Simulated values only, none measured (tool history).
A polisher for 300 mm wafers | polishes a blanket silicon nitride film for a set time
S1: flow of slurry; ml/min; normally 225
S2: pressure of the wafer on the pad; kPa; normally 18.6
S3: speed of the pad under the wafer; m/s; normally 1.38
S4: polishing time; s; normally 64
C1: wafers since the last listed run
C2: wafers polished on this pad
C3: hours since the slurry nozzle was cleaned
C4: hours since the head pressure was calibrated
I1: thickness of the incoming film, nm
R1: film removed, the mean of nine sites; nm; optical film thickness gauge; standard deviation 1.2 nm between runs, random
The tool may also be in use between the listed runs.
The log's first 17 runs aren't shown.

{"run": 18, "day": 9.308, "S1": 225, "S2": 18.6, "S3": 1.38, "S4": 53, "C1": 130, "C2": 825, "C3": 480.1, "C4": 1181.5, "I1": 714.5, "R1": 92.6}
{"run": 19, "day": 9.883, "S1": 225, "S2": 18.6, "S3": 1.38, "S4": 83, "C1": 100, "C2": 926, "C3": 493.9, "C4": 1195.3, "I1": 724.2, "R1": 143.5}
{"run": 20, "day": 10.55, "S1": 225, "S2": 18.6, "S3": 1.7, "S4": 64, "C1": 116, "C2": 1043, "C3": 509.9, "C4": 1211.3, "I1": 723.8, "R1": 129.1}
{"day": 10.975, "done": "worn pad replaced by a new one"}
{"day": 11.108, "done": "head pressure recalibrated"}
{"run": 21, "day": 11.3, "S1": 225, "S2": 18.6, "S3": 1.38, "S4": 64, "C1": 87, "C2": 42, "C3": 527.9, "C4": 4.6, "I1": 729, "R1": 127.5}
{"run": 22, "day": 11.746, "S1": 225, "S2": 18.6, "S3": 1.38, "S4": 64, "C1": 77, "C2": 120, "C3": 538.6, "C4": 15.3, "I1": 717.1, "R1": 121.6}
{"run": 23, "day": 12.283, "S1": 295, "S2": 15.2, "S3": 1.38, "S4": 64, "C1": 94, "C2": 214, "C3": 551.5, "C4": 28.2, "I1": 711.7, "R1": 102.2}
{"day": 14.233, "done": "slurry nozzle cleaned"}
{"run": 24, "day": 14.467, "S1": 280, "S2": 18.6, "S3": 0.98, "S4": 83, "C1": 374, "C2": 589, "C3": 5.6, "C4": 80.6, "I1": 704.6, "R1": 124.6}
{"run": 25, "day": 14.771, "S1": 285, "S2": 18.6, "S3": 1.14, "S4": 64, "C1": 53, "C2": 642, "C3": 12.9, "C4": 87.9, "I1": 709.3, "R1": 105.2}
{"run": 26, "day": 15.383, "S1": 225, "S2": 18.6, "S3": 1.38, "S4": 64, "C1": 107, "C2": 749, "C3": 27.6, "C4": 102.6, "I1": 717.4, "R1": 116.9}
{"run": 27, "day": 15.871, "S1": 225, "S2": 12.4, "S3": 1.38, "S4": 64, "C1": 85, "C2": 834, "C3": 39.3, "C4": 114.3, "I1": 720.4, "R1": 75.1}
{"day": 16.238, "done": "worn pad replaced by a new one"}
{"run": 28, "day": 16.258, "S1": 250, "S2": 13.8, "S3": 1.38, "S4": 83, "C1": 38, "C2": 3, "C3": 48.6, "C4": 123.6, "I1": 720.4, "R1": 122.8}
{"run": 29, "day": 16.892, "S1": 225, "S2": 20.7, "S3": 1.38, "S4": 86, "C1": 110, "C2": 114, "C3": 63.8, "C4": 138.8, "I1": 713.7, "R1": 182.6}
{"run": 30, "day": 17.946, "S1": 200, "S2": 13.8, "S3": 1.18, "S4": 53, "C1": 184, "C2": 298, "C3": 89.1, "C4": 164.1, "I1": 717.6, "R1": 63.8}
{"run": 31, "day": 18.425, "S1": 295, "S2": 15.2, "S3": 1.38, "S4": 64, "C1": 83, "C2": 382, "C3": 100.6, "C4": 175.6, "I1": 710.4, "R1": 96.6}
{"run": 32, "day": 18.867, "S1": 150, "S2": 18.6, "S3": 1, "S4": 64, "C1": 77, "C2": 459, "C3": 111.2, "C4": 186.2, "I1": 718, "R1": 87.4}
{"run": 33, "day": 19.225, "S1": 225, "S2": 18.6, "S3": 1.38, "S4": 64, "C1": 62, "C2": 522, "C3": 119.8, "C4": 194.8, "I1": 722.3, "R1": 113.6}
{"run": 34, "day": 19.733, "S1": 225, "S2": 18.6, "S3": 1.38, "S4": 64, "C1": 88, "C2": 611, "C3": 132, "C4": 207, "I1": 714.5, "R1": 113.1}

Each row is a separate what-if for the run after 34, all from the same tool condition, not one after another. Results?
{"run": "A", "day": 19.75, "S1": 250, "S2": 18.6, "S3": 1.38, "S4": 64, "C1": 2, "C2": 614, "C3": 132.4, "C4": 207.4, "I1": 723.1, "R1": "?"}
{"run": "B", "day": 19.75, "S1": 250, "S2": 18.6, "S3": 1.22, "S4": 82, "C1": 2, "C2": 614, "C3": 132.4, "C4": 207.4, "I1": 723.1, "R1": "?"}
{"run": "C", "day": 19.75, "S1": 190, "S2": 15.9, "S3": 1.52, "S4": 64, "C1": 2, "C2": 614, "C3": 132.4, "C4": 207.4, "I1": 723.1, "R1": "?"}
{"run": "D", "day": 19.75, "S1": 225, "S2": 24.1, "S3": 1.38, "S4": 57, "C1": 2, "C2": 614, "C3": 132.4, "C4": 207.4, "I1": 723.1, "R1": "?"}
{"run": "E", "day": 19.75, "S1": 200, "S2": 18.6, "S3": 1.38, "S4": 64, "C1": 2, "C2": 614, "C3": 132.4, "C4": 207.4, "I1": 723.1, "R1": "?"}

run=A R1=115.2
run=B R1=136.9
run=C R1=100.5
run=D R1=131.3
run=E R1=111.9
With the hidden condition removed and each run's random variation left untouched, the same runs would have given:
run=A R1=130.3
run=B R1=154.8
run=C R1=113.6
run=D R1=148.5
run=E R1=126.5
